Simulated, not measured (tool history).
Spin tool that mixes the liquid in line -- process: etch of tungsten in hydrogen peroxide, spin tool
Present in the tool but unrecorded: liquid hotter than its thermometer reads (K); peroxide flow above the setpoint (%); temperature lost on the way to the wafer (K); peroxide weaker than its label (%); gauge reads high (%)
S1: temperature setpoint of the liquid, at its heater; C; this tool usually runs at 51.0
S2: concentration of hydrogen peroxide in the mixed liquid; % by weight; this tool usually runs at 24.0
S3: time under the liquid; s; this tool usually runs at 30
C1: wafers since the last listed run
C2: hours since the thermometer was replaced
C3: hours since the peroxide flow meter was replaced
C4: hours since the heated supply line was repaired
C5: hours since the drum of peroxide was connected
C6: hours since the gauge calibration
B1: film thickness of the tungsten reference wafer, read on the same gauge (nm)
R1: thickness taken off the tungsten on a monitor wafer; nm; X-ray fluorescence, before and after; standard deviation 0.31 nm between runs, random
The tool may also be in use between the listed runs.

run,day,S1,S2,S3,C1,C2,C3,C4,C5,C6,B1,R1
1,0.000,51.0,24.0,30,0,924.8,815.8,3307.0,97.0,381.1,69.98,92.30
2,1.817,51.0,24.0,30,688,968.4,859.4,3350.6,140.6,424.7,69.98,91.85
# day 2.000: thermometer replaced
3,4.350,51.0,24.0,30,943,56.4,920.2,3411.4,201.4,485.5,69.99,91.31
4,6.212,51.0,24.0,30,705,101.1,964.9,3456.1,246.1,530.2,69.96,91.62
5,7.558,51.0,24.0,30,509,133.4,997.2,3488.4,278.4,562.5,69.99,91.40
6,10.517,51.0,24.0,30,1120,204.4,1068.2,3559.4,349.4,633.5,69.98,91.73
7,11.746,51.0,19.0,25,465,233.9,1097.7,3588.9,378.9,663.0,70.01,67.78
8,13.667,51.0,19.0,25,727,280.0,1143.8,3635.0,425.0,709.1,69.97,67.29
9,16.338,51.0,24.0,30,1011,344.1,1207.9,3699.1,489.1,773.2,70.00,90.51
10,19.021,51.0,24.0,30,1016,408.5,1272.3,3763.5,553.5,837.6,69.97,90.49
# day 19.875: heated supply line repaired
11,21.658,51.0,24.0,30,983,471.8,1335.6,42.8,616.8,900.9,69.96,90.71
# day 21.933: new drum of peroxide connected
12,24.379,51.0,24.0,30,1014,537.1,1400.9,108.1,58.7,966.2,69.94,91.99
13,27.096,51.0,24.0,35,1029,602.3,1466.1,173.3,123.9,1031.4,70.04,107.70
14,28.408,51.0,24.0,20,497,633.8,1497.6,204.8,155.4,1062.9,70.00,61.05
15,31.183,42.0,24.0,30,1051,700.4,1564.2,271.4,222.0,1129.5,69.98,52.26
16,33.946,57.5,27.5,20,1046,766.7,1630.5,337.7,288.3,1195.8,70.01,96.91
# day 35.592: peroxide flow meter replaced
17,35.929,48.5,24.0,30,735,814.3,8.1,385.3,335.9,1243.4,70.02,78.74
# day 37.292: gauge calibrated
18,38.512,51.0,24.0,30,978,876.3,70.1,447.3,397.9,29.3,69.96,91.18
19,39.742,51.0,24.0,30,465,905.8,99.6,476.8,427.4,58.8,70.03,90.66
# day 42.358: thermometer replaced
20,46.912,57.0,24.0,20,2700,109.3,271.7,648.9,599.5,230.9,70.03,86.39
21,48.425,51.0,27.0,45,572,145.6,308.0,685.2,635.8,267.2,70.03,142.90
# day 48.492: new drum of peroxide connected
22,50.592,47.5,24.0,30,804,197.6,360.0,737.2,50.4,319.2,69.97,74.13
23,52.558,51.0,26.5,30,744,244.8,407.2,784.4,97.6,366.4,70.04,96.88
24,55.138,51.0,19.0,25,977,306.7,469.1,846.3,159.5,428.3,70.00,67.95
25,56.500,51.0,24.0,30,516,339.4,501.8,879.0,192.2,461.0,69.96,91.80
26,58.371,51.0,26.5,30,708,384.3,546.7,923.9,237.1,505.9,69.98,96.02
27,59.483,51.0,29.0,30,421,411.0,573.4,950.6,263.8,532.6,70.02,100.68

Here are 3 independent what-if runs from the current tool condition. What would each one return?
A,59.500,51.0,24.0,30,6,411.4,573.8,951.0,264.2,533.0,?,?
B,59.500,58.0,18.0,15,6,411.4,573.8,951.0,264.2,533.0,?,?
C,59.500,58.0,28.0,30,6,411.4,573.8,951.0,264.2,533.0,?,?

run,B1,R1
A,70.00,91.91
B,70.00,60.34
C,70.00,150.52
With the hidden condition removed and each run's random variation left untouched, the same runs would have given:
run,R1
A,92.78
B,60.91
C,151.94

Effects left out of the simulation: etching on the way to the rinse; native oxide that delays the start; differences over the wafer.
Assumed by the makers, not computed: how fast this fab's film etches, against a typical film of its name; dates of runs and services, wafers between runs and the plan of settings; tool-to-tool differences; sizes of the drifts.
